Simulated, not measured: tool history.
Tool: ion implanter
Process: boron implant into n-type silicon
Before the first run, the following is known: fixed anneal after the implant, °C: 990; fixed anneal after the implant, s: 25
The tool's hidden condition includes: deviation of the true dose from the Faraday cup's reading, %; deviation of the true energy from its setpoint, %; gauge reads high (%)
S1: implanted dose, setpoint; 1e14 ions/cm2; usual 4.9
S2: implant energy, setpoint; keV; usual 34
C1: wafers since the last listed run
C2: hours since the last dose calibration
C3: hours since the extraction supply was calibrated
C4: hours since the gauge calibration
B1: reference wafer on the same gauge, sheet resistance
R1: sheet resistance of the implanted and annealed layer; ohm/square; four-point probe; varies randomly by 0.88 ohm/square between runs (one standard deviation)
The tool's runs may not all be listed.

Run 1, hour 0: usual settings but S2 26.5 keV; C1 0; C2 467.7; C3 1603.3; C4 1932.8; B1 233.69. Result: R1 219.86 ohm/square.
Run 2, hour 59.7: usual settings but S2 26.5 keV; C1 826; C2 527.4; C3 1663; C4 1992.5; B1 233.14. Result: R1 219.45 ohm/square.
Run 3, hour 114.5: usual settings but S2 26.5 keV; C1 758; C2 582.2; C3 1717.8; C4 2047.3; B1 233.18. Result: R1 220.34 ohm/square.
Run 4, hour 196.7: usual settings but S2 25 keV; C1 1137; C2 664.4; C3 1800; C4 2129.5; B1 232.93. Result: R1 219.75 ohm/square.
Run 5, hour 266: usual settings but S2 25 keV; C1 959; C2 733.7; C3 1869.3; C4 2198.8; B1 232.96. Result: R1 219.77 ohm/square.
Run 6, hour 339.9: usual settings but S2 25 keV; C1 1022; C2 807.6; C3 1943.2; C4 2272.7; B1 233.04. Result: R1 220.46 ohm/square.
At hour 351.6: Faraday cup replaced and dose calibrated.
Run 7, hour 400: usual settings; C1 721; C2 48.4; C3 2003.3; C4 2332.8; B1 232.67. Result: R1 215.89 ohm/square.
Run 8, hour 498.5: usual settings; C1 1363; C2 146.9; C3 2101.8; C4 2431.3; B1 232.2. Result: R1 214.61 ohm/square.
Run 9, hour 576.5: usual settings; C1 1079; C2 224.9; C3 2179.8; C4 2509.3; B1 232.21. Result: R1 214.2 ohm/square.
At hour 703.7: extraction supply calibrated.
Run 10, hour 731.7: usual settings but S1 5.39 1e14 ions/cm2; C1 2037; C2 380.1; C3 28; C4 2664.5; B1 231.81. Result: R1 198.03 ohm/square.
Run 11, hour 801.6: usual settings but S1 6.02 1e14 ions/cm2, S2 38.5 keV; C1 967; C2 450; C3 97.9; C4 2734.4; B1 231.9. Result: R1 178.84 ohm/square.
Run 12, hour 849.7: usual settings but S1 6.02 1e14 ions/cm2, S2 38.5 keV; C1 665; C2 498.1; C3 146; C4 2782.5; B1 231.48. Result: R1 179.73 ohm/square.
Run 13, hour 897.4: usual settings but S1 6.02 1e14 ions/cm2, S2 38.5 keV; C1 660; C2 545.8; C3 193.7; C4 2830.2; B1 231.38. Result: R1 179.29 ohm/square.
Run 14, hour 986: usual settings; C1 1226; C2 634.4; C3 282.3; C4 2918.8; B1 231.33. Result: R1 211.68 ohm/square.
Run 15, hour 1044.7: usual settings; C1 812; C2 693.1; C3 341; C4 2977.5; B1 231.25. Result: R1 214.84 ohm/square.
Run 16, hour 1095.7: usual settings; C1 705; C2 744.1; C3 392; C4 3028.5; B1 231.24. Result: R1 213.48 ohm/square.
At hour 1279.2: Faraday cup replaced and dose calibrated.
Run 17, hour 1416.4: usual settings; C1 4328; C2 137.2; C3 712.7; C4 3349.2; B1 230.76. Result: R1 213.21 ohm/square.
Run 18, hour 1501.8: usual settings but S1 3.65 1e14 ions/cm2; C1 1182; C2 222.6; C3 798.1; C4 3434.6; B1 230.51. Result: R1 266.42 ohm/square.
Run 19, hour 1578.6: usual settings; C1 1063; C2 299.4; C3 874.9; C4 3511.4; B1 229.91. Result: R1 211.07 ohm/square.
Run 20, hour 1632.5: usual settings but S1 5.34 1e14 ions/cm2; C1 746; C2 353.3; C3 928.8; C4 3565.3; B1 229.94. Result: R1 197.92 ohm/square.
Run 21, hour 1729.3: usual settings; C1 1339; C2 450.1; C3 1025.6; C4 3662.1; B1 229.95. Result: R1 210.85 ohm/square.
Run 22, hour 1949.3: usual settings but S1 3.86 1e14 ions/cm2, S2 45 keV; C1 3045; C2 670.1; C3 1245.6; C4 3882.1; B1 228.87. Result: R1 248.14 ohm/square.
Run 23, hour 2030.8: usual settings but S1 5.9 1e14 ions/cm2, S2 29.5 keV; C1 1128; C2 751.6; C3 1327.1; C4 3963.6; B1 229.08. Result: R1 182.89 ohm/square.
At hour 2071.1: gauge calibrated.
At hour 2103.2: Faraday cup replaced and dose calibrated.
Run 24, hour 2137.5: usual settings; C1 1366; C2 34.3; C3 1433.8; C4 66.4; B1 239. Result: R1 219.08 ohm/square.
Run 25, hour 2230.1: usual settings; C1 1281; C2 126.9; C3 1526.4; C4 159; B1 239.31. Result: R1 221.16 ohm/square.
Run 26, hour 2406.1: usual settings but S2 44 keV; C1 2436; C2 302.9; C3 1702.4; C4 335; B1 238.38. Result: R1 216.01 ohm/square.
Run 27, hour 2472.9: usual settings but S2 22.5 keV; C1 924; C2 369.7; C3 1769.2; C4 401.8; B1 238.14. Result: R1 227.06 ohm/square.
Run 28, hour 2540.5: usual settings but S1 6.02 1e14 ions/cm2, S2 38.5 keV; C1 935; C2 437.3; C3 1836.8; C4 469.4; B1 237.98. Result: R1 184.32 ohm/square.
Run 29, hour 2631.8: usual settings but S2 39 keV; C1 1263; C2 528.6; C3 1928.1; C4 560.7; B1 238.34. Result: R1 215.34 ohm/square.
Run 30, hour 2733.3: usual settings but S2 37.5 keV; C1 1404; C2 630.1; C3 2029.6; C4 662.2; B1 237.86. Result: R1 217.19 ohm/square.
Run 31, hour 2821.9: usual settings but S2 38 keV; C1 1226; C2 718.7; C3 2118.2; C4 750.8; B1 237.6. Result: R1 217.52 ohm/square.
At hour 2866.5: Faraday cup replaced and dose calibrated.
Run 32, hour 2867: usual settings but S1 5.56 1e14 ions/cm2, S2 22.5 keV; C1 513; C2 0.5; C3 2163.3; C4 795.9; B1 236.78. Result: R1 204.65 ohm/square.
Run 33, hour 2895.7: usual settings but S1 3.89 1e14 ions/cm2, S2 37.5 keV; C1 397; C2 29.2; C3 2192; C4 824.6; B1 237.11. Result: R1 260.36 ohm/square.
Run 34, hour 2939: usual settings but S1 6.23 1e14 ions/cm2; C1 599; C2 72.5; C3 2235.3; C4 867.9; B1 237.17. Result: R1 179.16 ohm/square.
Run 35, hour 3041.8: usual settings; C1 1422; C2 175.3; C3 2338.1; C4 970.7; B1 236.79. Result: R1 219.82 ohm/square.
Run 36, hour 3111: usual settings; C1 957; C2 244.5; C3 2407.3; C4 1039.9; B1 236.8. Result: R1 217.98 ohm/square.
Run 37, hour 3148.4: usual settings but S1 5.98 1e14 ions/cm2, S2 43 keV; C1 517; C2 281.9; C3 2444.7; C4 1077.3; B1 236.6. Result: R1 182.28 ohm/square.

Had the tool no unlogged condition, and each run kept its random variation, what would the results have been?
run      R1
  1  225.05
  2  224.76
  3  225.79
  4  225.36
  5  225.53
  6   226.4
  7  221.84
  8  220.73
  9  220.47
 10  204.13
 11  184.47
 12  185.47
 13   185.1
 14  218.74
 15  222.13
 16  220.83
 17  221.24
 18  276.68
 19  219.36
 20  205.79
 21  219.45
 22  258.81
 23  190.91
 24  219.12
 25   221.4
 26   216.6
 27  227.81
 28  185.05
 29  216.38
 30  218.44
 31  218.95
 32  206.09
 33  262.27
 34  180.54
 35  221.73
 36  220.01
 37  184.05

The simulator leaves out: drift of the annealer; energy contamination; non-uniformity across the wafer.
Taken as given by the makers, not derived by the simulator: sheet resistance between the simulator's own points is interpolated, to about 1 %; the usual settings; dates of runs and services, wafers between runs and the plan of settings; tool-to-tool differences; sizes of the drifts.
